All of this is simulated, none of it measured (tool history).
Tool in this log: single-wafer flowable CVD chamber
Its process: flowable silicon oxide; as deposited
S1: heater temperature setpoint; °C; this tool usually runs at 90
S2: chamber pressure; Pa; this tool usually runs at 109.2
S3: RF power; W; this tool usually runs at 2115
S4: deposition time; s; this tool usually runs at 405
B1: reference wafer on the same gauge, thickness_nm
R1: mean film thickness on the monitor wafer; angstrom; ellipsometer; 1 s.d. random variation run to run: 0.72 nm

| run | hour | S1 | S2 | S3 | S4 | B1 | R1 |
|---|---|---|---|---|---|---|---|
| 1 | 0 | 90 | 109.2 | 2115 | 405 | 355.893 | 3459.3 |
| 2 | 51.7 | 90 | 109.2 | 2115 | 405 | 356.238 | 3435.26 |
| 3 | 152.5 | 90 | 109.2 | 2115 | 405 | 355.949 | 3441.02 |
| 4 | 217.8 | 90 | 109.2 | 2115 | 405 | 356.243 | 3452.91 |
| 5 | 310 | 90 | 109.2 | 2115 | 405 | 355.982 | 3426.63 |
| 6 | 377.4 | 90 | 109.2 | 2115 | 405 | 356.196 | 3421.2 |
| 7 | 441.1 | 90 | 109.2 | 2115 | 405 | 356.382 | 3419.62 |
| 8 | 522.5 | 97 | 84.8 | 2380 | 427 | 355.682 | 2221.57 |
|  | 533 | gauge calibrated |
| 9 | 575.3 | 90 | 109.2 | 2375 | 405 | 356.198 | 3529.22 |
|  | 607 | RF generator calibrated |
| 10 | 645.2 | 90 | 120.5 | 2115 | 405 | 356.025 | 3828.87 |
|  | 714.5 | showerhead replaced |
| 11 | 722.8 | 100 | 128 | 2115 | 429 | 355.904 | 2934.82 |
|  | 732.3 | thermocouple changed; heater temperature recalibrated |
|  | 732.3 | capacitance manometer re-zeroed and calibrated |
| 12 | 813 | 105 | 85.5 | 1990 | 443 | 356.145 | 1659.43 |
| 13 | 855.4 | 104 | 93.5 | 2345 | 381 | 356.23 | 1698.89 |
| 14 | 913.6 | 90 | 109.2 | 2115 | 405 | 356.106 | 3467.04 |
| 15 | 1020.2 | 94 | 119.3 | 2415 | 337 | 355.689 | 2781.25 |

The logged runs with the hidden state left out (each run's random variation unchanged):
What the log doesn't record here: wafer temperature above the value expected at the setpoint (K); delivered RF power above the setpoint (%); true pressure above the setpoint (%); gauge reads high (%).
| run | R1 |
|---|---|
| 1 | 3497.77 |
| 2 | 3478.38 |
| 3 | 3493.92 |
| 4 | 3512.39 |
| 5 | 3494.74 |
| 6 | 3495.9 |
| 7 | 3500.68 |
| 8 | 2262.16 |
| 9 | 3597.76 |
| 10 | 3842.28 |
| 11 | 2950.18 |
| 12 | 1673.73 |
| 13 | 1709.71 |
| 14 | 3500.26 |
| 15 | 2807.15 |

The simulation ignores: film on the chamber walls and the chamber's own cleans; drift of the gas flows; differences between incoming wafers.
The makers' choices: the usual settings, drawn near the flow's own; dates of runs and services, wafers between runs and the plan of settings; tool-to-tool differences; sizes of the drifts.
